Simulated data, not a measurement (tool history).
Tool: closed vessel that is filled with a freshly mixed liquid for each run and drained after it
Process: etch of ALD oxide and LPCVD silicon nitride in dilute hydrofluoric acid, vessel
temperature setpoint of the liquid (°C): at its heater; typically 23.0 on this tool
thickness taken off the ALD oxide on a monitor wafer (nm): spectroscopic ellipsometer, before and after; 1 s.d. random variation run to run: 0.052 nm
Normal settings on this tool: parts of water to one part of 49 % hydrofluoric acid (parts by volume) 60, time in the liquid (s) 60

run    hour  temperature setpoint of the liquid (°C)  parts of water to one part of 49 % hydrofluoric acid (parts by volume)  time in the liquid (s)  wafers since the last listed run  hours since the thermometer was replaced  hours since the hydrofluoric acid flow meter was replaced  hours since the gauge calibration  read-back film thickness of the ALD oxide reference wafer, read on the same gauge (nm)  thickness taken off the ALD oxide on a monitor wafer (nm)
  1     0.0                                     23.0                                                                      60                      35                                 0                                     576.7                                                      191.8                              395.3                                                                                  102.85                                                       5.85
  2    52.9                                     23.0                                                                      60                      60                              3644                                     629.6                                                      244.7                              448.2                                                                                  103.03                                                      10.08
  3   101.2                                     23.0                                                                      60                      60                              3327                                     677.9                                                      293.0                              496.5                                                                                  103.19                                                      10.15
  4   149.1                                     23.0                                                                      60                      60                              3299                                     725.8                                                      340.9                              544.4                                                                                  103.35                                                      10.14
  5   197.5                                     23.0                                                                      60                      60                              3334                                     774.2                                                      389.3                              592.8                                                                                  103.43                                                      10.20
  6   257.8                                     23.0                                                                      60                      60                              4153                                     834.5                                                      449.6                              653.1                                                                                  103.48                                                      10.16
  7   318.7                                     23.0                                                                      60                      60                              4195                                     895.4                                                      510.5                              714.0                                                                                  103.65                                                      10.12
  8   353.4                                     23.0                                                                      60                      60                              2390                                     930.1                                                      545.2                              748.7                                                                                  103.74                                                      10.17
  9   449.2                                     23.0                                                                      60                      60                              6599                                    1025.9                                                      641.0                              844.5                                                                                  103.75                                                      10.15
      488.1  -- hydrofluoric acid flow meter replaced
 10   502.7                                     23.0                                                                      60                      60                              3616                                    1079.4                                                       14.6                              898.0                                                                                  103.83                                                      10.09
      513.7  -- gauge calibrated
 11   556.5                                     23.0                                                                      60                      60                              3706                                    1133.2                                                       68.4                               42.8                                                                                  100.47                                                       9.85
 12   606.7                                     23.0                                                                      60                      60                              3458                                    1183.4                                                      118.6                               93.0                                                                                  100.93                                                       9.81
      658.5  -- thermometer replaced
 13   670.8                                     21.0                                                                      90                      90                              4346                                      12.3                                                      182.7                              157.1                                                                                  101.49                                                       8.85
 14   717.7                                     21.5                                                                      60                      60                              3230                                      59.2                                                      229.6                              204.0                                                                                  101.84                                                       9.31
 15   753.4                                     18.0                                                                      60                      60                              2459                                      94.9                                                      265.3                              239.7                                                                                  102.11                                                       7.99
 16   809.3                                     23.0                                                                      60                      60                              3850                                     150.8                                                      321.2                              295.6                                                                                  102.34                                                       9.97
 17   847.3                                     24.5                                                                      70                      60                              2617                                     188.8                                                      359.2                              333.6                                                                                  102.58                                                       9.00
 18   873.5                                     18.5                                                                      45                      35                              1804                                     215.0                                                      385.4                              359.8                                                                                  102.71                                                       6.49
 19   903.2                                     23.0                                                                      45                      60                              2045                                     244.7                                                      415.1                              389.5                                                                                  102.78                                                      13.73
 20   968.3                                     20.0                                                                      70                      85                              4484                                     309.8                                                      480.2                              454.6                                                                                  102.98                                                      10.58
 21  1018.4                                     23.0                                                                      60                      60                              3451                                     359.9                                                      530.3                              504.7                                                                                  103.17                                                      10.16
 22  1058.3                                     23.0                                                                      60                      60                              2748                                     399.8                                                      570.2                              544.6                                                                                  103.23                                                      10.07
 23  1086.7                                     23.0                                                                      60                      75                              1956                                     428.2                                                      598.6                              573.0                                                                                  103.32                                                      12.58
 24  1151.7                                     18.5                                                                      40                      60                              4477                                     493.2                                                      663.6                              638.0                                                                                  103.40                                                      12.70
 25  1206.8                                     19.5                                                                      60                      60                              3795                                     548.3                                                      718.7                              693.1                                                                                  103.54                                                       8.74

Predict each of these 5 candidate next runs independently; none follows another, all start after run 25:
  A  1207.5                                     23.0                                                                      60                      60                                48                                     549.0                                                      719.4                              693.8                                                                                       ?                                                          ?
  B  1207.5                                     20.5                                                                      40                      60                                48                                     549.0                                                      719.4                              693.8                                                                                       ?                                                          ?
  C  1207.5                                     23.0                                                                      70                      70                                48                                     549.0                                                      719.4                              693.8                                                                                       ?                                                          ?
  D  1207.5                                     18.5                                                                      90                      75                                48                                     549.0                                                      719.4                              693.8                                                                                       ?                                                          ?
  E  1207.5                                     21.5                                                                      85                      60                                48                                     549.0                                                      719.4                              693.8                                                                                       ?                                                          ?

run  read-back film thickness of the ALD oxide reference wafer, read on the same gauge (nm)  thickness taken off the ALD oxide on a monitor wafer (nm)
  A                                                                                  103.50                                                      10.13
  B                                                                                  103.50                                                      14.03
  C                                                                                  103.50                                                      10.00
  D                                                                                  103.50                                                       6.76
  E                                                                                  103.50                                                       6.52
With the hidden condition removed and each run's random variation left untouched, the same runs would have given:
run  thickness taken off the ALD oxide on a monitor wafer (nm)
  A                                                       9.78
  B                                                      13.55
  C                                                       9.66
  D                                                       6.53
  E                                                       6.30

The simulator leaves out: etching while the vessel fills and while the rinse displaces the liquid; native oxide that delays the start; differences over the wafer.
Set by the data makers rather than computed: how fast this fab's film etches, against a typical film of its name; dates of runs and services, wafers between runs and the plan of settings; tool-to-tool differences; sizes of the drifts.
